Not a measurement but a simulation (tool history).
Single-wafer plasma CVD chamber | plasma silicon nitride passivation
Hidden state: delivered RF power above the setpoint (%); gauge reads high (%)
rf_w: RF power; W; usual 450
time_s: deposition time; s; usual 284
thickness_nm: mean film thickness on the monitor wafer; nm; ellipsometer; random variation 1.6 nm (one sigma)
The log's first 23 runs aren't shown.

run	hour	rf_w	time_s	wafers since the last listed run	hours since the last RF generator calibration	hours since the showerhead was replaced	hours since the gauge calibration	read-back reference wafer on the same gauge, thickness_nm	thickness_nm
24	584.2	450	284	127	1429.1	2700.3	224.1	493.178	431.389
25	599.5	450	284	108	1444.4	2715.6	239.4	493.517	430.000
26	617.4	515	269	127	1462.3	2733.5	257.3	492.569	428.768
# hour 639.2: RF generator calibrated
27	651.0	400	312	181	11.8	2767.1	290.9	492.891	464.782
# hour 669.6: showerhead replaced
28	686.6	495	315	196	47.4	17.0	326.5	492.355	512.794
29	719.6	420	242	234	80.4	50.0	359.5	492.788	368.623
30	733.4	485	284	98	94.2	63.8	373.3	492.986	455.986
31	757.9	420	284	174	118.7	88.3	397.8	493.368	431.431
32	774.5	415	227	117	135.3	104.9	414.4	492.532	342.447
33	786.6	365	262	85	147.4	117.0	426.5	492.317	376.188
34	816.7	405	266	213	177.5	147.1	456.6	492.851	400.196
35	840.5	450	284	169	201.3	170.9	480.4	492.536	439.116
36	864.6	450	284	171	225.4	195.0	504.5	493.371	443.270
37	895.8	450	234	221	256.6	226.2	535.7	493.388	364.979
38	926.7	395	329	219	287.5	257.1	566.6	493.549	487.459
39	961.0	450	304	243	321.8	291.4	600.9	493.120	470.903
40	984.2	450	284	164	345.0	314.6	624.1	492.591	441.775
# hour 988.3: gauge calibrated
41	999.3	450	284	107	360.1	329.7	11.0	493.117	439.624
42	1032.1	450	245	233	392.9	362.5	43.8	493.248	382.007

Forecast each of these 5 alternatives for the next run:
A	1032.6	450	284	3	393.4	363.0	44.3	?	?
B	1032.6	450	302	3	393.4	363.0	44.3	?	?
C	1032.6	515	320	3	393.4	363.0	44.3	?	?
D	1032.6	475	305	3	393.4	363.0	44.3	?	?
E	1032.6	505	306	3	393.4	363.0	44.3	?	?

run	read-back reference wafer on the same gauge, thickness_nm	thickness_nm
A	493.123	442.160
B	493.123	470.184
C	493.123	524.253
D	493.123	484.755
E	493.123	497.672
Without the tool's hidden state the same runs would have given:
run	thickness_nm
A	446.199
B	474.479
C	529.043
D	489.184
E	502.218
